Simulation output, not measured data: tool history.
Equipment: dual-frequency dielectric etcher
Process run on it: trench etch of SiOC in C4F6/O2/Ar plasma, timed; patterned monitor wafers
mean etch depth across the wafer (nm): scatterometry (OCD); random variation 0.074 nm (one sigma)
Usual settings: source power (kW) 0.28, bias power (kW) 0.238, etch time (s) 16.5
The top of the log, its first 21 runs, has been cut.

run,day,source power (kW),bias power (kW),etch time (s),wafers since the last listed run,hours since the last wet clean,hours since the last source power generator calibration,hours since the last bias power generator calibration,hours since the last upper electrode change,hours since the gauge calibration,"read-back reference wafer on the same gauge, depth_nm",mean etch depth across the wafer (nm)
# day 51.188: wet clean of the chamber
22,53.167,0.28,0.272,16.5,2207,47.5,213.6,282.3,903.6,329.6,29,34.24
23,55.562,0.22,0.207,16.5,789,105,271.1,339.8,961.1,387.1,28.98,27.96
24,56.742,0.25,0.238,18,388,133.3,299.4,368.1,989.4,415.4,28.94,33.96
25,57.817,0.22,0.181,19,354,159.1,325.2,393.9,1015.2,441.2,28.92,31.18
26,59.771,0.28,0.238,11.5,643,206,372.1,440.8,1062.1,488.1,28.89,22.8
27,62.233,0.3,0.207,12.5,811,265.1,431.2,499.9,1121.2,547.2,28.84,24.7
28,64.775,0.28,0.238,16.5,837,326.1,492.2,560.9,1182.2,608.2,28.82,32.73
29,67.204,0.28,0.238,16.5,800,384.4,550.5,619.2,1240.5,666.5,28.79,32.6
30,69.146,0.33,0.212,20,639,431,597.1,665.8,1287.1,713.1,28.77,41.53

Branching from run 30: 4 alternative next runs. What would each branch give?
A,69.162,0.28,0.238,16.5,5,431.4,597.5,666.2,1287.5,713.5,?,?
B,69.162,0.23,0.197,16.5,5,431.4,597.5,666.2,1287.5,713.5,?,?
C,69.162,0.34,0.211,16.5,5,431.4,597.5,666.2,1287.5,713.5,?,?
D,69.162,0.28,0.183,16.5,5,431.4,597.5,666.2,1287.5,713.5,?,?

run,"read-back reference wafer on the same gauge, depth_nm",mean etch depth across the wafer (nm)
A,28.77,32.68
B,28.77,28.18
C,28.77,34.6
D,28.77,30.43
Stripped of hidden state, with their random variation kept, the same runs would have yielded:
run,mean etch depth across the wafer (nm)
A,33.27
B,28.69
C,35.23
D,30.98
